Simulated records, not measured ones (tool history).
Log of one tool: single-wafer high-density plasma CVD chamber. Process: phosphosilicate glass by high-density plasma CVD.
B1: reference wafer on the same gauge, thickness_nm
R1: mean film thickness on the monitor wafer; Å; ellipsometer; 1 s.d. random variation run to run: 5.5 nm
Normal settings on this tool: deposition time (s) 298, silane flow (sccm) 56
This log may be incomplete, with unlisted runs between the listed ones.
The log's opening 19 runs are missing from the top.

Run 20, day 11.304: usual settings; B1 1958.571. Result: R1 16524.01 Å.
Run 21, day 11.879: usual settings; B1 1959.781. Result: R1 16569.5 Å.
Run 22, day 12.212: usual settings but deposition time (s) 324, silane flow (sccm) 65; B1 1958.818. Result: R1 20603.96 Å.
Run 23, day 12.75: usual settings but deposition time (s) 239, silane flow (sccm) 66; B1 1959.72. Result: R1 15388.42 Å.
Run 24, day 13.021: usual settings but deposition time (s) 244, silane flow (sccm) 62; B1 1959.145. Result: R1 14826.52 Å.
Run 25, day 13.342: usual settings but deposition time (s) 315, silane flow (sccm) 67; B1 1960.023. Result: R1 20588.84 Å.
Run 26, day 13.696: usual settings but deposition time (s) 351, silane flow (sccm) 60; B1 1958.806. Result: R1 20765.57 Å.
Run 27, day 14.342: usual settings but deposition time (s) 332; B1 1959.883. Result: R1 18452 Å.
Run 28, day 14.625: usual settings but silane flow (sccm) 64; B1 1960.566. Result: R1 18699.84 Å.
Run 29, day 15.104: usual settings; B1 1959.265. Result: R1 16612.29 Å.
At day 15.558: silane flow controller replaced.
At day 15.575: gauge calibrated.
Run 30, day 15.75: usual settings; B1 1959.595. Result: R1 17361.06 Å.
Run 31, day 16.142: usual settings but silane flow (sccm) 64; B1 1959.819. Result: R1 19616.89 Å.
Run 32, day 16.567: usual settings but silane flow (sccm) 67; B1 1959.345. Result: R1 20256.41 Å.
Run 33, day 16.833: usual settings; B1 1959.212. Result: R1 17356.71 Å.
Run 34, day 17.517: usual settings but deposition time (s) 314, silane flow (sccm) 49; B1 1958.054. Result: R1 16093.18 Å.
Run 35, day 17.838: usual settings but deposition time (s) 265, silane flow (sccm) 48; B1 1959.284. Result: R1 13354.59 Å.
Run 36, day 18.488: usual settings but deposition time (s) 243, silane flow (sccm) 59; B1 1960.74. Result: R1 14699.64 Å.
Run 37, day 19.083: usual settings; B1 1961.679. Result: R1 17090.35 Å.
Run 38, day 19.658: usual settings but silane flow (sccm) 52; B1 1959.723. Result: R1 16134.68 Å.
Run 39, day 20.375: usual settings but deposition time (s) 244, silane flow (sccm) 50; B1 1960.79. Result: R1 12728.44 Å.
Run 40, day 20.888: usual settings but deposition time (s) 274; B1 1959.458. Result: R1 15726.45 Å.
Run 41, day 21.308: usual settings but deposition time (s) 246, silane flow (sccm) 60; B1 1959.74. Result: R1 15046.68 Å.

5 options for the next run, each taken on its own from the tool as it stands now. Forecast them:
Run A, day 21.329: usual settings; B1 ?. Result: R1 ?.
Run B, day 21.329: usual settings but deposition time (s) 348, silane flow (sccm) 62; B1 ?. Result: R1 ?.
Run C, day 21.329: usual settings but deposition time (s) 336; B1 ?. Result: R1 ?.
Run D, day 21.329: usual settings but deposition time (s) 320, silane flow (sccm) 60; B1 ?. Result: R1 ?.
Run E, day 21.329: usual settings but deposition time (s) 325; B1 ?. Result: R1 ?.

run       B1        R1
  A  1959.69  17134.01
  B  1959.69  21884.93
  C  1959.69  19318.88
  D  1959.69  19549.03
  E  1959.69  18686.42
With the hidden condition removed and each run's random variation left untouched, the same runs would have given:
run        R1
  A  17383.45
  B  22203.54
  C  19600.13
  D  19833.63
  E  18958.46

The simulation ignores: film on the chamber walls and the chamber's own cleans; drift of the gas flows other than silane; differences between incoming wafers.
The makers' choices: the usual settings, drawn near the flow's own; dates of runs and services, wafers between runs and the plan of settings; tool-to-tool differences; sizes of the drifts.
